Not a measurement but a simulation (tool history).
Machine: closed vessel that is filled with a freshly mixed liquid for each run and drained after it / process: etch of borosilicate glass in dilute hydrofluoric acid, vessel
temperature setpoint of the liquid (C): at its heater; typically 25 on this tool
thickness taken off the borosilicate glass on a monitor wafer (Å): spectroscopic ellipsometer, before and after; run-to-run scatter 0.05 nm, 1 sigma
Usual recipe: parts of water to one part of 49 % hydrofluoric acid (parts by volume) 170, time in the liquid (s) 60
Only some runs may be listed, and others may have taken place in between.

run   hour  temperature setpoint of the liquid (C)  parts of water to one part of 49 % hydrofluoric acid (parts by volume)  time in the liquid (s)  read-back film thickness of the borosilicate glass reference wafer, read on the same gauge (nm)  thickness taken off the borosilicate glass on a monitor wafer (Å)
  1      0                                      25                                                                     170                      60                                                                                            80.03                                                               81.1
  2   12.9                                      25                                                                     170                      60                                                                                               80                                                               82.4
  3   25.7                                      25                                                                     170                      60                                                                                            80.01                                                                 81
  4   34.1                                    27.5                                                                     205                      60                                                                                            80.01                                                                 71
      43.7  -- gauge calibrated
  5   45.4                                      25                                                                     170                      60                                                                                            80.02                                                               82.4
  6   59.2                                      25                                                                     170                      60                                                                                            79.97                                                               82.4
      65.9  -- hydrofluoric acid flow meter replaced
  7   66.4                                      25                                                                     170                      80                                                                                            79.99                                                               95.9
  8   72.2                                      25                                                                     170                      80                                                                                            79.99                                                               96.2
  9   82.5                                      25                                                                     170                      60                                                                                               80                                                               72.2
 10   89.8                                      26                                                                     150                      60                                                                                            79.99                                                               86.4
 11    101                                      25                                                                     170                      60                                                                                            79.96                                                               72.5
 12  115.8                                      25                                                                     170                      60                                                                                            80.01                                                               71.6
 13  132.2                                      25                                                                      95                      60                                                                                            79.99                                                              142.2
 14  142.3                                      25                                                                     170                      45                                                                                            80.03                                                               54.3
 15  158.1                                    27.5                                                                     105                      35                                                                                            80.02                                                               80.5
 16  171.4                                      25                                                                     225                      30                                                                                            79.97                                                               25.8
 17  186.4                                    21.5                                                                     210                      70                                                                                            80.01                                                               58.8
 18  204.1                                      25                                                                     170                      60                                                                                            80.02                                                               74.1
 19  212.7                                    28.5                                                                     125                      35                                                                                            79.99                                                               69.5
 20  229.2                                      25                                                                     170                      60                                                                                               80                                                               72.9
 21  246.8                                    20.5                                                                     215                      30                                                                                            80.01                                                               23.4
     258.5  -- thermometer replaced
 22  263.2                                    23.5                                                                      95                      60                                                                                            80.01                                                              135.5
 23    270                                      29                                                                     170                      80                                                                                            79.98                                                              113.7
 24  277.1                                      25                                                                     240                      40                                                                                            79.99                                                               32.1
 25  290.8                                      25                                                                     170                      40                                                                                            79.99                                                                 49
 26  297.7                                      30                                                                     225                      60                                                                                            80.02                                                               61.9
 27  307.3                                      28                                                                     195                      40                                                                                            80.01                                                               46.9
 28  316.2                                    26.5                                                                      95                      40                                                                                            80.01                                                              102.6
 29  333.5                                      25                                                                     170                      60                                                                                               80                                                               74.5
 30  340.3                                    29.5                                                                     170                      60                                                                                               80                                                               87.5
 31  356.2                                      25                                                                     195                      80                                                                                               80                                                               84.6
 32  364.1                                      21                                                                     190                      60                                                                                            80.02                                                               56.2

Below are 5 alternative next runs, each starting from the tool's condition after run 32. Predict each:
  A  364.8                                      25                                                                     170                      90                                                                                                ?                                                                  ?
  B  364.8                                      25                                                                     100                      60                                                                                                ?                                                                  ?
  C  364.8                                    23.5                                                                     230                      30                                                                                                ?                                                                  ?
  D  364.8                                      23                                                                     220                      30                                                                                                ?                                                                  ?
  E  364.8                                    27.5                                                                     200                      85                                                                                                ?                                                                  ?

run  read-back film thickness of the borosilicate glass reference wafer, read on the same gauge (nm)  thickness taken off the borosilicate glass on a monitor wafer (Å)
  A                                                                                            80.03                                                              111.9
  B                                                                                            80.03                                                              137.6
  C                                                                                            80.03                                                               24.5
  D                                                                                            80.03                                                               25.4
  E                                                                                            80.03                                                               95.2
With the hidden condition removed and each run's random variation left untouched, the same runs would have given:
run  thickness taken off the borosilicate glass on a monitor wafer (Å)
  A                                                              107.4
  B                                                              132.3
  C                                                               23.5
  D                                                               24.3
  E                                                               91.2
